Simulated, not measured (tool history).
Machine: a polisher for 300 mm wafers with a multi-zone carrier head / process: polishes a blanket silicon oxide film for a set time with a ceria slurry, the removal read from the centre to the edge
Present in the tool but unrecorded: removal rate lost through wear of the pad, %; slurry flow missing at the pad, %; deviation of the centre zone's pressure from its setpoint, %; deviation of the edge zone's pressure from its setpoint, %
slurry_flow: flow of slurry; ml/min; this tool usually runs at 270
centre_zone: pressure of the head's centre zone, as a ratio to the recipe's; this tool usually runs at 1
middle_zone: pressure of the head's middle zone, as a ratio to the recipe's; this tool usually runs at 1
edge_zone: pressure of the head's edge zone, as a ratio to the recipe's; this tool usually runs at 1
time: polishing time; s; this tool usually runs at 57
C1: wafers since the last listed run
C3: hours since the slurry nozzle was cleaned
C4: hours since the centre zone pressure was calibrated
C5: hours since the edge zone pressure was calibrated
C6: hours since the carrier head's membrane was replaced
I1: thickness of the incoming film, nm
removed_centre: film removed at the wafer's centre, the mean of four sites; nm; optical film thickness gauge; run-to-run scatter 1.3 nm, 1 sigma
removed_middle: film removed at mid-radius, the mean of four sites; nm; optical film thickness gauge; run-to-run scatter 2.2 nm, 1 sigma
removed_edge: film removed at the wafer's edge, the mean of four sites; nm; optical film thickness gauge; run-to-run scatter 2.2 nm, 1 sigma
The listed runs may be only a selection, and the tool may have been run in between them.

run 1 hour=0 | slurry_flow=270 centre_zone=1 middle_zone=1 edge_zone=1 time=44 | C1=0 wafers_polished_on_this_pad=950 C3=86.4 C4=473 C5=890.6 C6=1663.1 | I1=1856.2 | removed_centre=147.4 removed_middle=135.9 removed_edge=139.5
run 2 hour=24.2 | slurry_flow=270 centre_zone=1 middle_zone=1 edge_zone=1 time=57 | C1=310 wafers_polished_on_this_pad=1260 C3=110.6 C4=497.2 C5=914.8 C6=1687.3 | I1=1853.5 | removed_centre=193.4 removed_middle=180.4 removed_edge=182.1
run 3 hour=43.8 | slurry_flow=270 centre_zone=1 middle_zone=1 edge_zone=1 time=57 | C1=251 wafers_polished_on_this_pad=1511 C3=130.2 C4=516.8 C5=934.4 C6=1706.9 | I1=1865.4 | removed_centre=193.2 removed_middle=175.5 removed_edge=181.6
-- hour=55.8 worn pad replaced by a new one
run 4 hour=56.3 | slurry_flow=270 centre_zone=1.06 middle_zone=1 edge_zone=1 time=51 | C1=108 wafers_polished_on_this_pad=6 C3=142.7 C4=529.3 C5=946.9 C6=1719.4 | I1=1880.5 | removed_centre=184.4 removed_middle=161 removed_edge=159.7
run 5 hour=77.5 | slurry_flow=270 centre_zone=1.09 middle_zone=1 edge_zone=1 time=57 | C1=271 wafers_polished_on_this_pad=278 C3=163.9 C4=550.5 C5=968.1 C6=1740.6 | I1=1883.6 | removed_centre=212.3 removed_middle=179.5 removed_edge=179.1
run 6 hour=97 | slurry_flow=270 centre_zone=1.09 middle_zone=1 edge_zone=1 time=57 | C1=249 wafers_polished_on_this_pad=528 C3=183.4 C4=570 C5=987.6 C6=1760.1 | I1=1904.3 | removed_centre=211.7 removed_middle=175.4 removed_edge=178.2
-- hour=103.6 slurry nozzle cleaned
-- hour=123.6 edge zone pressure recalibrated
run 7 hour=124.8 | slurry_flow=270 centre_zone=1.09 middle_zone=1 edge_zone=1 time=57 | C1=317 wafers_polished_on_this_pad=846 C3=21.2 C4=597.8 C5=1.2 C6=1787.9 | I1=1865.6 | removed_centre=209.6 removed_middle=180.3 removed_edge=177.5
-- hour=137.4 centre zone pressure recalibrated
run 8 hour=150.9 | slurry_flow=315 centre_zone=1 middle_zone=1 edge_zone=1 time=57 | C1=308 wafers_polished_on_this_pad=1154 C3=47.3 C4=13.5 C5=27.3 C6=1814 | I1=1869.8 | removed_centre=185.6 removed_middle=183.6 removed_edge=186
-- hour=169.8 worn pad replaced by a new one
run 9 hour=170.3 | slurry_flow=270 centre_zone=1 middle_zone=0.95 edge_zone=1 time=57 | C1=197 wafers_polished_on_this_pad=6 C3=66.7 C4=32.9 C5=46.7 C6=1833.4 | I1=1886.5 | removed_centre=181.5 removed_middle=169.5 removed_edge=177
run 10 hour=200.3 | slurry_flow=270 centre_zone=1.09 middle_zone=1 edge_zone=1 time=57 | C1=384 wafers_polished_on_this_pad=390 C3=96.7 C4=62.9 C5=76.7 C6=1863.4 | I1=1904.4 | removed_centre=200.1 removed_middle=177 removed_edge=178.2
-- hour=224.6 carrier head's membrane replaced by a new one
run 11 hour=227.1 | slurry_flow=270 centre_zone=1 middle_zone=1 edge_zone=1 time=57 | C1=279 wafers_polished_on_this_pad=670 C3=123.5 C4=89.7 C5=103.5 C6=2.5 | I1=1931.7 | removed_centre=186.8 removed_middle=176.9 removed_edge=176.8
run 12 hour=250.9 | slurry_flow=270 centre_zone=1 middle_zone=1.04 edge_zone=1.1 time=57 | C1=304 wafers_polished_on_this_pad=974 C3=147.3 C4=113.5 C5=127.3 C6=26.3 | I1=1919.9 | removed_centre=187.7 removed_middle=184.4 removed_edge=188
run 13 hour=271.8 | slurry_flow=180 centre_zone=0.95 middle_zone=0.88 edge_zone=0.92 time=57 | C1=267 wafers_polished_on_this_pad=1242 C3=168.2 C4=134.4 C5=148.2 C6=47.2 | I1=1895.1 | removed_centre=167.6 removed_middle=150 removed_edge=168.4
run 14 hour=285.5 | slurry_flow=270 centre_zone=1 middle_zone=0.96 edge_zone=1 time=48 | C1=175 wafers_polished_on_this_pad=1418 C3=181.9 C4=148.1 C5=161.9 C6=60.9 | I1=1902.5 | removed_centre=158.8 removed_middle=145.6 removed_edge=154
-- hour=306.2 worn pad replaced by a new one
run 15 hour=319.2 | slurry_flow=195 centre_zone=1 middle_zone=1 edge_zone=1 time=43 | C1=380 wafers_polished_on_this_pad=166 C3=215.6 C4=181.8 C5=195.6 C6=94.6 | I1=1894.4 | removed_centre=135.4 removed_middle=128 removed_edge=133.2
run 16 hour=341.7 | slurry_flow=235 centre_zone=1 middle_zone=1.06 edge_zone=1 time=68 | C1=288 wafers_polished_on_this_pad=454 C3=238.1 C4=204.3 C5=218.1 C6=117.1 | I1=1847.7 | removed_centre=224.3 removed_middle=221.4 removed_edge=209.6
-- hour=342.9 slurry nozzle cleaned
run 17 hour=357.2 | slurry_flow=340 centre_zone=1 middle_zone=1 edge_zone=1.08 time=57 | C1=185 wafers_polished_on_this_pad=640 C3=14.3 C4=219.8 C5=233.6 C6=132.6 | I1=1881.7 | removed_centre=198.1 removed_middle=183.2 removed_edge=190.6
run 18 hour=385.8 | slurry_flow=270 centre_zone=1 middle_zone=1 edge_zone=1 time=57 | C1=366 wafers_polished_on_this_pad=1006 C3=42.9 C4=248.4 C5=262.2 C6=161.2 | I1=1876.9 | removed_centre=191.3 removed_middle=175.5 removed_edge=181.3
run 19 hour=413.3 | slurry_flow=270 centre_zone=0.91 middle_zone=1.11 edge_zone=0.93 time=39 | C1=352 wafers_polished_on_this_pad=1358 C3=70.4 C4=275.9 C5=289.7 C6=188.7 | I1=1875 | removed_centre=118.9 removed_middle=133.6 removed_edge=119.1
run 20 hour=439.9 | slurry_flow=270 centre_zone=1 middle_zone=1 edge_zone=1 time=70 | C1=340 wafers_polished_on_this_pad=1699 C3=97 C4=302.5 C5=316.3 C6=215.3 | I1=1869 | removed_centre=236.3 removed_middle=220.6 removed_edge=218.2
-- hour=447.6 worn pad replaced by a new one
run 21 hour=466 | slurry_flow=270 centre_zone=1 middle_zone=1 edge_zone=1 time=44 | C1=283 wafers_polished_on_this_pad=236 C3=123.1 C4=328.6 C5=342.4 C6=241.4 | I1=1897.4 | removed_centre=149 removed_middle=137.2 removed_edge=139.6
run 22 hour=487.3 | slurry_flow=270 centre_zone=1 middle_zone=1 edge_zone=1 time=57 | C1=272 wafers_polished_on_this_pad=509 C3=144.4 C4=349.9 C5=363.7 C6=262.7 | I1=1895.6 | removed_centre=194.9 removed_middle=176.1 removed_edge=177.7

Exercise: give the hidden state of the tool at every run:
removal rate lost through wear of the pad, %: 0 across all the runs
slurry flow missing at the pad, %: 0 across all the runs
deviation of the edge zone's pressure from its setpoint, %: 0 across all the runs
H1: deviation of the centre zone's pressure from its setpoint, %
run=1 H1=7.76
run=2 H1=7.85
run=3 H1=7.91
run=4 H1=7.94
run=5 H1=8
run=6 H1=8.04
run=7 H1=8.1
run=8 H1=0.896
run=9 H1=1.81
run=10 H1=3.03
run=11 H1=3.96
run=12 H1=4.68
run=13 H1=5.24
run=14 H1=5.57
run=15 H1=6.28
run=16 H1=6.68
run=17 H1=6.93
run=18 H1=7.34
run=19 H1=7.68
run=20 H1=7.95
run=21 H1=8.19
run=22 H1=8.36
